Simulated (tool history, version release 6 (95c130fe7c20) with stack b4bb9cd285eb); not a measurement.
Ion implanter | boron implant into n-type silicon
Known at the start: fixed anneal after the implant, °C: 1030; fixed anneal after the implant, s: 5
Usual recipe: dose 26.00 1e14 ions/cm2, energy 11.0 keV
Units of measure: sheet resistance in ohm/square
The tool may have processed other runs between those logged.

run	day	dose	energy	wafers since the last listed run	hours since the last dose calibration	hours since the extraction supply was calibrated	hours since the gauge calibration	read-back reference wafer on the same gauge, sheet resistance	sheet resistance
1	0.000	22.12	9.0	0	818.9	1588.5	102.2	68.69	98.99
2	0.517	22.12	9.0	236	831.3	1600.9	114.6	68.64	98.88
3	1.042	22.12	9.0	240	843.9	1613.5	127.2	68.60	98.64
4	1.392	26.00	11.0	160	852.3	1621.9	135.6	68.54	85.22
5	1.679	26.00	11.0	131	859.2	1628.8	142.5	68.51	85.01
6	2.204	24.08	14.0	240	871.8	1641.4	155.1	68.42	75.60
# day 2.417: gauge calibrated
7	2.458	24.08	14.0	116	877.9	1647.5	1.0	68.92	76.17
8	2.938	26.00	11.0	219	889.4	1659.0	12.5	68.93	85.54
9	3.658	26.00	11.0	329	906.7	1676.3	29.8	68.91	85.42
10	4.008	26.00	11.0	160	915.1	1684.7	38.2	68.91	85.56
11	4.462	32.02	12.5	207	926.0	1695.6	49.1	68.90	76.48
12	5.204	32.02	12.5	339	943.8	1713.4	66.9	68.84	76.64
13	5.717	32.02	12.5	234	956.1	1725.7	79.2	68.81	76.44
14	6.242	33.32	11.0	240	968.7	1738.3	91.8	68.79	82.37
15	6.788	23.07	9.0	249	981.8	1751.4	104.9	68.72	97.97
16	7.146	26.00	10.0	164	990.4	1760.0	113.5	68.68	90.67
17	7.642	26.00	11.0	226	1002.3	1771.9	125.4	68.62	85.21
# day 7.862: gauge calibrated
18	7.912	26.00	12.0	123	1008.8	1778.4	1.2	68.93	81.22
# day 8.429: extraction supply calibrated
19	8.450	30.70	14.5	93	1021.7	0.5	14.1	68.93	70.63
# day 8.796: Faraday cup replaced and dose calibrated
20	8.817	26.00	11.0	15	0.5	9.3	22.9	68.92	85.52
21	9.100	19.19	11.0	129	7.3	16.1	29.7	68.92	91.98
22	9.733	32.42	14.0	289	22.5	31.3	44.9	68.90	71.51
23	10.279	22.25	12.5	249	35.6	44.4	58.0	68.89	82.44
24	10.717	33.53	8.0	200	46.1	54.9	68.5	68.86	101.18
25	11.296	18.56	7.5	265	60.0	68.8	82.4	68.80	113.20
26	11.554	26.00	11.0	118	66.2	75.0	88.6	68.79	85.11

Forecast each of these 5 alternatives for the next run:
A	11.571	32.42	11.0	7	66.6	75.4	89.0	?	?
B	11.571	26.00	14.0	7	66.6	75.4	89.0	?	?
C	11.571	28.63	7.5	7	66.6	75.4	89.0	?	?
D	11.571	18.25	8.0	7	66.6	75.4	89.0	?	?
E	11.571	29.71	8.0	7	66.6	75.4	89.0	?	?

run	read-back reference wafer on the same gauge, sheet resistance	sheet resistance
A	68.79	82.65
B	68.79	74.45
C	68.79	106.86
D	68.79	109.67
E	68.79	102.25
Without the tool's unlogged condition, the same runs would have read:
run	sheet resistance
A	82.78
B	74.57
C	107.03
D	109.85
E	102.41
